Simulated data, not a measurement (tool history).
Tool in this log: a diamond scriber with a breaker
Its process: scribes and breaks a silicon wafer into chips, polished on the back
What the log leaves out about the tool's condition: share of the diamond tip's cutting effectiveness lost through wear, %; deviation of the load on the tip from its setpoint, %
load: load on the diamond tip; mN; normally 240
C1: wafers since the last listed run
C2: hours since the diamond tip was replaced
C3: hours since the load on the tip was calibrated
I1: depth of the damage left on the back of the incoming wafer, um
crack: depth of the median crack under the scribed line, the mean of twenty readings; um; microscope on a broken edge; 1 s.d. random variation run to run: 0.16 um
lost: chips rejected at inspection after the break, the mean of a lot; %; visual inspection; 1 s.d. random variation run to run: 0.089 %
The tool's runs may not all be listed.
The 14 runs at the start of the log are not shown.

At day 30.521: diamond tip replaced by a new one.
Run 15, day 32.542: usual settings but load 267 mN; C1 314; C2 48.5; C3 1062.5; I1 0.03. Result: crack 9.46 um, lost 3.27 %.
Run 16, day 34.000: usual settings but load 221 mN; C1 170; C2 83.5; C3 1097.5; I1 0.02. Result: crack 8.95 um, lost 2.41 %.
Run 17, day 35.646: usual settings but load 221 mN; C1 191; C2 123.0; C3 1137.0; I1 0.04. Result: crack 8.76 um, lost 2.23 %.
Run 18, day 37.754: usual settings but load 271 mN; C1 245; C2 173.6; C3 1187.6; I1 0.02. Result: crack 10.03 um, lost 3.38 %.
Run 19, day 39.438: usual settings; C1 196; C2 214.0; C3 1228.0; I1 0.04. Result: crack 9.11 um, lost 1.39 %.
Run 20, day 40.475: usual settings; C1 121; C2 238.9; C3 1252.9; I1 0.03. Result: crack 9.30 um, lost 1.47 %.
Run 21, day 43.462: usual settings; C1 348; C2 310.6; C3 1324.6; I1 0.02. Result: crack 9.27 um, lost 1.36 %.
Run 22, day 45.638: usual settings but load 202 mN; C1 253; C2 362.8; C3 1376.8; I1 0.02. Result: crack 8.38 um, lost 5.38 %.
At day 46.300: diamond tip replaced by a new one.
Run 23, day 48.638: usual settings but load 298 mN; C1 340; C2 56.1; C3 1448.8; I1 0.03. Result: crack 10.67 um, lost 8.79 %.
Run 24, day 50.238: usual settings but load 299 mN; C1 186; C2 94.5; C3 1487.2; I1 0.04. Result: crack 10.68 um, lost 8.04 %.
Run 25, day 51.800: usual settings; C1 182; C2 132.0; C3 1524.7; I1 0.02. Result: crack 9.44 um, lost 1.53 %.
Run 26, day 54.308: usual settings but load 273 mN; C1 292; C2 192.2; C3 1584.9; I1 0.05. Result: crack 9.97 um, lost 3.89 %.
Run 27, day 56.058: usual settings but load 303 mN; C1 204; C2 234.2; C3 1626.9; I1 0.04. Result: crack 10.68 um, lost 10.37 %.
Run 28, day 58.300: usual settings but load 183 mN; C1 261; C2 288.0; C3 1680.7; I1 0.03. Result: crack 8.03 um, lost 11.84 %.
Run 29, day 59.404: usual settings but load 312 mN; C1 128; C2 314.5; C3 1707.2; I1 0.03. Result: crack 10.56 um, lost 11.06 %.
At day 62.438: diamond tip replaced by a new one.
Run 30, day 62.458: usual settings but load 303 mN; C1 346; C2 0.5; C3 1780.5; I1 0.02. Result: crack 10.72 um, lost 10.04 %.
Run 31, day 65.283: usual settings; C1 329; C2 68.3; C3 1848.3; I1 0.03. Result: crack 9.11 um, lost 1.44 %.

Predict the results of run 32:
Run 32, day 66.404: usual settings but load 259 mN; C1 130; C2 95.2; C3 1875.2; I1 0.02. Result: crack ?, lost ?.

{"run 32": {"crack": 9.33, "lost": 2.22}}
If the tool had no hidden condition, the same run with the same run-to-run variation would have returned crack 9.33 um, lost 2.22 %.
